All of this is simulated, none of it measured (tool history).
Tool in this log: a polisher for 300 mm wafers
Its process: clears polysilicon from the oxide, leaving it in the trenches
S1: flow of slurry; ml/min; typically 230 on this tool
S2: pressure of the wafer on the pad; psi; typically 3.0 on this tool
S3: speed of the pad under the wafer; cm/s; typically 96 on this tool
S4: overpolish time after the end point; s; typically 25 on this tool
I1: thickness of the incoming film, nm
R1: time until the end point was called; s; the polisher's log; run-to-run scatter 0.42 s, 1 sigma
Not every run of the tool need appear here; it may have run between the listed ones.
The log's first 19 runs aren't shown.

run     day   S1   S2   S3  S4     I1    R1
 20   9.608  285  3.0   78  25  620.6  56.3
      9.758  -- head pressure recalibrated
 21  10.329  230  3.0   96  25  618.6  47.0
 22  10.612  230  3.0   96  15  624.1  47.5
 23  11.271  230  3.0   96  25  617.0  46.2
     11.471  -- slurry nozzle cleaned
 24  11.567  295  3.0   96  25  628.8  45.3
 25  11.879  230  3.0   96  18  616.4  46.5
 26  12.371  185  3.0   96  25  622.1  48.4
     13.000  -- worn pad replaced by a new one
 27  13.654  205  3.0   96  25  621.6  48.4
 28  14.217  230  2.1  128  10  615.5  50.8

Run 29, settings as shown, results not yet in. Your forecast:
 29  14.862  230  3.0  122  29  624.7   ?

{"run 29": {"R1": 37.0}}
With no hidden state in the tool, this same run would have given R1 37.0 s.
